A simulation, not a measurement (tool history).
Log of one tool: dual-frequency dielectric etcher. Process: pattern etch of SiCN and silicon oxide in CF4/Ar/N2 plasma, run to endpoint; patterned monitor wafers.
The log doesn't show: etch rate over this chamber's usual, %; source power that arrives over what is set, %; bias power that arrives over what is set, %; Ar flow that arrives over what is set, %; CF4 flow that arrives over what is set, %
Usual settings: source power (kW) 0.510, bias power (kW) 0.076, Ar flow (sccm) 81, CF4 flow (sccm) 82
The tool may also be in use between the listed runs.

| run | hour | source power (kW) | bias power (kW) | Ar flow (sccm) | CF4 flow (sccm) | wafers since the last listed run | hours since the last wet clean | hours since the last source power generator calibration | hours since the last bias power generator calibration | hours since the last Ar flow controller change | hours since the last CF4 flow controller change | hours since the last upper electrode change | incoming incoming film thickness, nm | endpoint time (s) |
|---|---|---|---|---|---|---|---|---|---|---|---|---|---|---|
| 1 | 0.0 | 0.510 | 0.067 | 81 | 82 | 0 | 218.9 | 5026.4 | 2891.2 | 497.8 | 1565.0 | 458.2 | 13.18 | 13.5 |
|  | 83.1 | CF4 flow controller replaced |
| 2 | 99.2 | 0.510 | 0.067 | 81 | 82 | 1384 | 318.1 | 5125.6 | 2990.4 | 597.0 | 16.1 | 557.4 | 12.98 | 13.3 |
| 3 | 150.1 | 0.470 | 0.090 | 95 | 93 | 756 | 369.0 | 5176.5 | 3041.3 | 647.9 | 67.0 | 608.3 | 13.06 | 13.2 |
| 4 | 191.3 | 0.510 | 0.076 | 95 | 63 | 612 | 410.2 | 5217.7 | 3082.5 | 689.1 | 108.2 | 649.5 | 12.90 | 13.3 |
|  | 222.0 | source power generator calibrated |
| 5 | 243.2 | 0.510 | 0.076 | 81 | 71 | 711 | 462.1 | 21.2 | 3134.4 | 741.0 | 160.1 | 701.4 | 13.12 | 12.9 |
| 6 | 297.2 | 0.510 | 0.092 | 68 | 82 | 802 | 516.1 | 75.2 | 3188.4 | 795.0 | 214.1 | 755.4 | 13.02 | 11.4 |
| 7 | 362.6 | 0.510 | 0.076 | 81 | 82 | 971 | 581.5 | 140.6 | 3253.8 | 860.4 | 279.5 | 820.8 | 13.05 | 12.7 |
| 8 | 441.5 | 0.510 | 0.059 | 95 | 97 | 1172 | 660.4 | 219.5 | 3332.7 | 939.3 | 358.4 | 899.7 | 12.97 | 13.5 |
|  | 464.6 | bias power generator calibrated |
|  | 486.0 | wet clean of the chamber |
| 9 | 495.5 | 0.560 | 0.088 | 95 | 75 | 423 | 9.5 | 273.5 | 30.9 | 993.3 | 412.4 | 953.7 | 13.04 | 12.3 |
| 10 | 581.8 | 0.510 | 0.076 | 81 | 82 | 1282 | 95.8 | 359.8 | 117.2 | 1079.6 | 498.7 | 1040.0 | 13.00 | 13.0 |
| 11 | 620.9 | 0.510 | 0.076 | 81 | 82 | 580 | 134.9 | 398.9 | 156.3 | 1118.7 | 537.8 | 1079.1 | 13.05 | 13.2 |
| 12 | 712.2 | 0.510 | 0.076 | 81 | 82 | 1356 | 226.2 | 490.2 | 247.6 | 1210.0 | 629.1 | 1170.4 | 13.10 | 13.2 |
| 13 | 789.8 | 0.460 | 0.060 | 81 | 64 | 1152 | 303.8 | 567.8 | 325.2 | 1287.6 | 706.7 | 1248.0 | 13.05 | 15.0 |
| 14 | 851.8 | 0.580 | 0.089 | 90 | 88 | 921 | 365.8 | 629.8 | 387.2 | 1349.6 | 768.7 | 1310.0 | 12.93 | 11.3 |
| 15 | 917.2 | 0.510 | 0.076 | 81 | 96 | 971 | 431.2 | 695.2 | 452.6 | 1415.0 | 834.1 | 1375.4 | 12.94 | 12.7 |
| 16 | 985.8 | 0.550 | 0.085 | 75 | 95 | 1019 | 499.8 | 763.8 | 521.2 | 1483.6 | 902.7 | 1444.0 | 13.01 | 11.3 |
|  | 1082.5 | wet clean of the chamber |
| 17 | 1089.9 | 0.510 | 0.076 | 81 | 77 | 1190 | 7.4 | 867.9 | 625.3 | 1587.7 | 1006.8 | 1548.1 | 13.02 | 13.4 |
| 18 | 1143.1 | 0.510 | 0.076 | 89 | 82 | 790 | 60.6 | 921.1 | 678.5 | 1640.9 | 1060.0 | 1601.3 | 13.02 | 13.6 |
| 19 | 1244.1 | 0.510 | 0.082 | 81 | 74 | 1500 | 161.6 | 1022.1 | 779.5 | 1741.9 | 1161.0 | 1702.3 | 12.90 | 12.9 |
| 20 | 1324.4 | 0.510 | 0.066 | 65 | 64 | 1193 | 241.9 | 1102.4 | 859.8 | 1822.2 | 1241.3 | 1782.6 | 13.11 | 13.1 |
| 21 | 1387.2 | 0.510 | 0.076 | 81 | 82 | 933 | 304.7 | 1165.2 | 922.6 | 1885.0 | 1304.1 | 1845.4 | 12.91 | 12.7 |
| 22 | 1455.1 | 0.610 | 0.089 | 81 | 82 | 1008 | 372.6 | 1233.1 | 990.5 | 1952.9 | 1372.0 | 1913.3 | 12.86 | 10.6 |
| 23 | 1549.4 | 0.510 | 0.076 | 81 | 82 | 1401 | 466.9 | 1327.4 | 1084.8 | 2047.2 | 1466.3 | 2007.6 | 13.11 | 12.7 |
|  | 1594.6 | CF4 flow controller replaced |
| 24 | 1598.7 | 0.560 | 0.061 | 99 | 77 | 643 | 516.2 | 1376.7 | 1134.1 | 2096.5 | 4.1 | 2056.9 | 13.02 | 13.1 |
| 25 | 1658.0 | 0.510 | 0.076 | 70 | 82 | 881 | 575.5 | 1436.0 | 1193.4 | 2155.8 | 63.4 | 2116.2 | 13.14 | 12.5 |

3 ways to go on from here, each from the tool as it stands after run 25. What would each give?
| A | 1658.4 | 0.510 | 0.065 | 81 | 82 | 5 | 575.9 | 1436.4 | 1193.8 | 2156.2 | 63.8 | 2116.6 | 13.01 | ? |
| B | 1658.4 | 0.510 | 0.076 | 81 | 90 | 5 | 575.9 | 1436.4 | 1193.8 | 2156.2 | 63.8 | 2116.6 | 13.01 | ? |
| C | 1658.4 | 0.510 | 0.085 | 81 | 82 | 5 | 575.9 | 1436.4 | 1193.8 | 2156.2 | 63.8 | 2116.6 | 13.01 | ? |

| run | endpoint time (s) |
|---|---|
| A | 13.2 |
| B | 12.6 |
| C | 12.3 |
Without the tool's hidden state the same runs would have given:
| run | endpoint time (s) |
|---|---|
| A | 13.7 |
| B | 13.1 |
| C | 12.8 |
